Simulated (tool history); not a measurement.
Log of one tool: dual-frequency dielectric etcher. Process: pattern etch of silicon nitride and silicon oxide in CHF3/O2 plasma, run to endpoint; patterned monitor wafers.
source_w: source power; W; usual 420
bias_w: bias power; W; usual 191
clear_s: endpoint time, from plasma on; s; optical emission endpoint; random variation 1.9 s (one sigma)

| run | hour | source_w | bias_w | wafers since the last listed run | hours since the last wet clean | hours since the last source power generator calibration | hours since the last bias power generator calibration | hours since the last upper electrode change | incoming incoming film thickness, nm | clear_s |
|---|---|---|---|---|---|---|---|---|---|---|
| 1 | 0 | 420 | 177 | 0 | 149.5 | 1147.7 | 1829.8 | 1669.4 | 326.4 | 258.5 |
| 2 | 58.4 | 420 | 191 | 535 | 207.9 | 1206.1 | 1888.2 | 1727.8 | 328.1 | 253.1 |
| 3 | 117.5 | 420 | 191 | 542 | 267 | 1265.2 | 1947.3 | 1786.9 | 327.6 | 249.7 |
|  | 302.7 | wet clean of the chamber |
| 4 | 306.6 | 420 | 191 | 1514 | 3.9 | 1454.3 | 2136.4 | 1976 | 324.5 | 248.3 |
| 5 | 376.7 | 420 | 191 | 643 | 74 | 1524.4 | 2206.5 | 2046.1 | 328.5 | 256.3 |
| 6 | 442.8 | 420 | 191 | 606 | 140.1 | 1590.5 | 2272.6 | 2112.2 | 325.9 | 253.6 |
| 7 | 486.6 | 350 | 224 | 401 | 183.9 | 1634.3 | 2316.4 | 2156 | 327.4 | 243.6 |
| 8 | 555.2 | 350 | 224 | 629 | 252.5 | 1702.9 | 2385 | 2224.6 | 324.4 | 243.3 |
| 9 | 601.9 | 350 | 224 | 428 | 299.2 | 1749.6 | 2431.7 | 2271.3 | 326.2 | 243.9 |
| 10 | 626.5 | 390 | 171 | 225 | 323.8 | 1774.2 | 2456.3 | 2295.9 | 322.2 | 262.2 |
| 11 | 690 | 390 | 171 | 582 | 387.3 | 1837.7 | 2519.8 | 2359.4 | 324.8 | 258.9 |
| 12 | 745.3 | 390 | 171 | 507 | 442.6 | 1893 | 2575.1 | 2414.7 | 324.9 | 260.5 |
| 13 | 779.7 | 420 | 191 | 315 | 477 | 1927.4 | 2609.5 | 2449.1 | 323.5 | 243.9 |
|  | 803.7 | source power generator calibrated |
|  | 828 | wet clean of the chamber |
| 14 | 831.8 | 390 | 178 | 221 | 3.8 | 28.1 | 2661.6 | 2501.2 | 324.8 | 265 |
| 15 | 883 | 450 | 143 | 469 | 55 | 79.3 | 2712.8 | 2552.4 | 325.3 | 271.6 |
| 16 | 952.9 | 420 | 191 | 641 | 124.9 | 149.2 | 2782.7 | 2622.3 | 324.1 | 251.8 |
| 17 | 1088.7 | 480 | 168 | 1245 | 260.7 | 285 | 2918.5 | 2758.1 | 326.2 | 253.3 |
| 18 | 1123.3 | 510 | 164 | 317 | 295.3 | 319.6 | 2953.1 | 2792.7 | 326.6 | 251.3 |
| 19 | 1147.3 | 420 | 172 | 220 | 319.3 | 343.6 | 2977.1 | 2816.7 | 320 | 254.8 |
| 20 | 1212.9 | 520 | 191 | 601 | 384.9 | 409.2 | 3042.7 | 2882.3 | 325.5 | 233.9 |
|  | 1276.2 | wet clean of the chamber |
| 21 | 1283.7 | 370 | 158 | 429 | 7.5 | 480 | 3113.5 | 2953.1 | 325 | 278.5 |
| 22 | 1326.6 | 420 | 146 | 393 | 50.4 | 522.9 | 3156.4 | 2996 | 323.2 | 270.7 |
| 23 | 1383.3 | 340 | 208 | 520 | 107.1 | 579.6 | 3213.1 | 3052.7 | 325.8 | 254.3 |
|  | 1388 | bias power generator calibrated |
| 24 | 1412.2 | 420 | 191 | 228 | 136 | 608.5 | 24.2 | 3081.6 | 325.9 | 250.1 |
| 25 | 1457.1 | 420 | 172 | 411 | 180.9 | 653.4 | 69.1 | 3126.5 | 323.7 | 256 |
|  | 1492 | upper electrode replaced |
| 26 | 1510.1 | 490 | 209 | 266 | 233.9 | 706.4 | 122.1 | 18.1 | 324.7 | 231.1 |
| 27 | 1578 | 360 | 224 | 622 | 301.8 | 774.3 | 190 | 86 | 321.6 | 241.6 |
| 28 | 1632 | 470 | 203 | 495 | 355.8 | 828.3 | 244 | 140 | 327.5 | 233.3 |

The next listed run, before its measurement:
| 29 | 1663.7 | 420 | 191 | 290 | 387.5 | 860 | 275.7 | 171.7 | 327.2 | ? |

Run 29 gave clear_s 246.8 s.
Without the tool's hidden state the same run would have given clear_s 257 s.
